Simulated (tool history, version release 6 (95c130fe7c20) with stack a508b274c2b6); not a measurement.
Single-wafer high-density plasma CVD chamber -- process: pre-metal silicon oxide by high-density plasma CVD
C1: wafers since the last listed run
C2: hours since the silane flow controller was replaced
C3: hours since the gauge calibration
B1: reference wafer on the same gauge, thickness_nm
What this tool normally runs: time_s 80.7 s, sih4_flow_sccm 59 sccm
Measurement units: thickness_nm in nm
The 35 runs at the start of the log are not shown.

run 36 hour=878.4 | time_s=80.7 sih4_flow_sccm=59 | C1=281 C2=43 C3=158.8 | B1=395.967 | thickness_nm=476.692
run 37 hour=908.5 | time_s=80.7 sih4_flow_sccm=59 | C1=263 C2=73.1 C3=188.9 | B1=396.202 | thickness_nm=481.068
run 38 hour=926.7 | time_s=74.3 sih4_flow_sccm=53 | C1=159 C2=91.3 C3=207.1 | B1=395.872 | thickness_nm=394.915
run 39 hour=945.9 | time_s=66.6 sih4_flow_sccm=55 | C1=168 C2=110.5 C3=226.3 | B1=395.831 | thickness_nm=367.617
run 40 hour=959.7 | time_s=89.8 sih4_flow_sccm=59 | C1=120 C2=124.3 C3=240.1 | B1=396.136 | thickness_nm=533.013
run 41 hour=979.3 | time_s=67.7 sih4_flow_sccm=64 | C1=171 C2=143.9 C3=259.7 | B1=396.002 | thickness_nm=431.649
run 42 hour=997.7 | time_s=89.3 sih4_flow_sccm=54 | C1=161 C2=162.3 C3=278.1 | B1=396.252 | thickness_nm=481.383
run 43 hour=1062.7 | time_s=89.6 sih4_flow_sccm=55 | C1=569 C2=227.3 C3=343.1 | B1=395.827 | thickness_nm=494.259

Predict each of these 3 candidate next runs independently; none follows another, all start after run 43:
run A hour=1063.1 | time_s=80.7 sih4_flow_sccm=55 | C1=3 C2=227.7 C3=343.5 | B1=? | thickness_nm=?
run B hour=1063.1 | time_s=96.6 sih4_flow_sccm=71 | C1=3 C2=227.7 C3=343.5 | B1=? | thickness_nm=?
run C hour=1063.1 | time_s=80.7 sih4_flow_sccm=67 | C1=3 C2=227.7 C3=343.5 | B1=? | thickness_nm=?

run=A B1=396.042 thickness_nm=443.863
run=B B1=396.042 thickness_nm=685.88
run=C B1=396.042 thickness_nm=540.706
What these runs would have given with no unlogged condition in the tool:
run=A thickness_nm=442.737
run=B thickness_nm=684.14
run=C thickness_nm=539.334
